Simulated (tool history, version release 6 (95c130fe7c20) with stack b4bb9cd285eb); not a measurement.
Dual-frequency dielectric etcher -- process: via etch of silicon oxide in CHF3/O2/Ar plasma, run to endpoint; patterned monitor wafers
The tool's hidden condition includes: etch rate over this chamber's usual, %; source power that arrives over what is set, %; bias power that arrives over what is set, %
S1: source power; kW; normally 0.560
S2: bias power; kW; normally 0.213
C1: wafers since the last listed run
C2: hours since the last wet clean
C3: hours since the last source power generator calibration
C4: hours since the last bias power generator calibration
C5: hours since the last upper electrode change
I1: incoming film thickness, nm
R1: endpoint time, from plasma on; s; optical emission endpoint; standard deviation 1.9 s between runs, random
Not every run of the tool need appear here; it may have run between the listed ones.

run	hour	S1	S2	C1	C2	C3	C4	C5	I1	R1
1	0.0	0.560	0.213	0	287.2	1622.2	2293.2	4961.4	792.5	426.8
# hour 65.7: wet clean of the chamber
2	66.2	0.560	0.213	217	0.5	1688.4	2359.4	5027.6	781.5	420.2
3	89.0	0.560	0.213	117	23.3	1711.2	2382.2	5050.4	795.2	426.3
4	122.4	0.560	0.213	172	56.7	1744.6	2415.6	5083.8	791.2	424.3
5	165.0	0.560	0.213	219	99.3	1787.2	2458.2	5126.4	791.7	429.8
6	212.8	0.560	0.226	246	147.1	1835.0	2506.0	5174.2	788.2	422.5
7	267.4	0.560	0.226	281	201.7	1889.6	2560.6	5228.8	784.8	414.3
8	330.0	0.560	0.213	322	264.3	1952.2	2623.2	5291.4	801.4	434.2
9	393.8	0.560	0.213	328	328.1	2016.0	2687.0	5355.2	794.4	431.6
10	423.4	0.560	0.213	152	357.7	2045.6	2716.6	5384.8	791.9	427.3
11	484.7	0.560	0.213	316	419.0	2106.9	2777.9	5446.1	801.8	434.7
# hour 520.4: wet clean of the chamber
12	537.7	0.560	0.213	149	17.3	2159.9	2830.9	5499.1	800.2	431.9
# hour 586.6: upper electrode replaced
13	590.8	0.560	0.213	150	70.4	2213.0	2884.0	4.2	795.0	428.6
14	625.9	0.560	0.213	180	105.5	2248.1	2919.1	39.3	791.2	429.6
# hour 651.4: bias power generator calibrated
15	689.3	0.500	0.196	306	168.9	2311.5	37.9	102.7	791.9	469.1
16	714.2	0.500	0.196	128	193.8	2336.4	62.8	127.6	802.2	478.6
17	758.5	0.500	0.213	228	238.1	2380.7	107.1	171.9	784.7	457.9
# hour 899.7: wet clean of the chamber
18	932.1	0.560	0.213	771	32.4	2554.3	280.7	345.5	790.8	432.2
19	958.9	0.490	0.243	138	59.2	2581.1	307.5	372.3	792.1	454.8
20	1018.3	0.470	0.259	306	118.6	2640.5	366.9	431.7	796.5	459.8
21	1084.6	0.600	0.190	341	184.9	2706.8	433.2	498.0	805.3	438.1
22	1124.8	0.660	0.252	207	225.1	2747.0	473.4	538.2	800.6	383.4
23	1177.7	0.560	0.213	272	278.0	2799.9	526.3	591.1	796.9	440.0
24	1218.5	0.560	0.213	210	318.8	2840.7	567.1	631.9	786.4	435.2
# hour 1242.5: source power generator calibrated
25	1254.0	0.560	0.249	162	354.3	11.5	602.6	667.4	793.4	406.0
# hour 1278.6: wet clean of the chamber
26	1311.8	0.610	0.235	174	33.2	69.3	660.4	725.2	792.5	394.1
27	1350.9	0.700	0.259	201	72.3	108.4	699.5	764.3	791.9	354.0
28	1384.8	0.560	0.213	174	106.2	142.3	733.4	798.2	794.8	426.1
29	1438.9	0.560	0.213	278	160.3	196.4	787.5	852.3	793.1	420.7
30	1502.9	0.560	0.195	330	224.3	260.4	851.5	916.3	795.1	435.1
31	1548.6	0.560	0.213	235	270.0	306.1	897.2	962.0	794.5	423.1
32	1573.8	0.430	0.228	129	295.2	331.3	922.4	987.2	796.2	488.9
33	1633.8	0.610	0.191	309	355.2	391.3	982.4	1047.2	787.2	409.7
# hour 1682.7: wet clean of the chamber
34	1683.2	0.470	0.213	130	0.5	440.7	1031.8	1096.6	789.0	466.8

Per-run results on a tool with no hidden state, each run keeping its own random variation:
run	R1
1	422.8
2	415.9
3	421.9
4	419.7
5	424.9
6	417.4
7	409.0
8	428.3
9	425.3
10	420.8
11	427.7
12	424.7
13	421.0
14	421.7
15	460.1
16	469.2
17	448.5
18	421.9
19	443.9
20	448.3
21	426.3
22	372.9
23	427.4
24	422.3
25	406.6
26	394.7
27	354.6
28	426.8
29	421.3
30	435.7
31	423.7
32	489.5
33	410.2
34	467.3
